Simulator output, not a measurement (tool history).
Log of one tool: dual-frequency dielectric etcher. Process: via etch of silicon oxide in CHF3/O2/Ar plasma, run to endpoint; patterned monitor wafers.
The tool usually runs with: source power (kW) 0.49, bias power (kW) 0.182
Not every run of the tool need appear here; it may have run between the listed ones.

run	hour	source power (kW)	bias power (kW)	wafers since the last listed run	hours since the last wet clean	hours since the last source power generator calibration	hours since the last bias power generator calibration	hours since the last upper electrode change	incoming incoming film thickness, nm	endpoint time (s)
1	0	0.49	0.182	0	368.6	3063.6	3892.8	6361.5	633.2	362.7
2	6.8	0.49	0.182	45	375.4	3070.4	3899.6	6368.3	633.6	362.2
3	19.8	0.49	0.182	86	388.4	3083.4	3912.6	6381.3	628.3	357.8
4	27.3	0.49	0.182	50	395.9	3090.9	3920.1	6388.8	630.3	363.5
5	42.1	0.49	0.182	98	410.7	3105.7	3934.9	6403.6	636.5	365.1
6	52.9	0.49	0.182	72	421.5	3116.5	3945.7	6414.4	629.8	364.8
7	67.9	0.49	0.182	100	436.5	3131.5	3960.7	6429.4	636.8	369.3
8	77.3	0.49	0.182	62	445.9	3140.9	3970.1	6438.8	632.6	367.3
9	83.5	0.49	0.182	41	452.1	3147.1	3976.3	6445	633.3	366.5
10	113.6	0.49	0.182	201	482.2	3177.2	4006.4	6475.1	627.4	361.2
11	125.9	0.49	0.182	82	494.5	3189.5	4018.7	6487.4	632.8	367.5
12	133.5	0.49	0.182	50	502.1	3197.1	4026.3	6495	632.1	365.1
13	158.5	0.39	0.182	167	527.1	3222.1	4051.3	6520	634.8	422.4
14	168.6	0.38	0.182	67	537.2	3232.2	4061.4	6530.1	631.5	431.7
# hour 190.1: bias power generator calibrated
# hour 210.7: wet clean of the chamber
15	211.2	0.49	0.182	120	0.5	3274.8	21.1	6572.7	625.8	342.3
16	211.6	0.41	0.182	2	0.9	3275.2	21.5	6573.1	636	390.6
17	212	0.53	0.138	2	1.3	3275.6	21.9	6573.5	632.6	361.8
# hour 222.3: source power generator calibrated
18	222.8	0.49	0.182	45	12.1	0.5	32.7	6584.3	633.1	346.2
19	235.3	0.49	0.14	83	24.6	13	45.2	6596.8	639.4	382.1
20	245.4	0.54	0.166	67	34.7	23.1	55.3	6606.9	635.6	335.8
# hour 278.3: upper electrode replaced
21	278.8	0.45	0.145	62	68.1	56.5	88.7	0.5	631	401.8
22	279.2	0.49	0.21	2	68.5	56.9	89.1	0.9	628.6	329
23	279.7	0.4	0.159	3	69	57.4	89.6	1.4	630.6	411.1
24	296.3	0.49	0.182	110	85.6	74	106.2	18	632.3	348.1
25	307.8	0.6	0.21	76	97.1	85.5	117.7	29.5	629.7	295.7
26	315.6	0.42	0.223	52	104.9	93.3	125.5	37.3	629	357.2
27	326.1	0.38	0.223	70	115.4	103.8	136	47.8	636.3	392.2
28	349.8	0.44	0.153	158	139.1	127.5	159.7	71.5	630	393.1
29	365.3	0.49	0.214	103	154.6	143	175.2	87	630.9	334.7
30	383.1	0.45	0.182	118	172.4	160.8	193	104.8	627.9	368.5
31	390.9	0.38	0.168	52	180.2	168.6	200.8	112.6	627.1	423.5
32	407.5	0.43	0.215	110	196.8	185.2	217.4	129.2	634.6	361.8
33	413.8	0.49	0.182	42	203.1	191.5	223.7	135.5	627.9	350.1
34	429.7	0.49	0.182	106	219	207.4	239.6	151.4	628	348

Alternative continuations, all from the tool just after run 34; predict every row:
A	430.2	0.6	0.182	3	219.5	207.9	240.1	151.9	631	?
B	430.2	0.59	0.153	3	219.5	207.9	240.1	151.9	631	?
C	430.2	0.58	0.198	3	219.5	207.9	240.1	151.9	631	?
D	430.2	0.59	0.157	3	219.5	207.9	240.1	151.9	631	?
E	430.2	0.39	0.158	3	219.5	207.9	240.1	151.9	631	?

run	endpoint time (s)
A	314.2
B	335
C	311.5
D	332.3
E	430
What these runs would have given with no unlogged condition in the tool:
run	endpoint time (s)
A	308.6
B	329
C	306
D	326.4
E	422.3
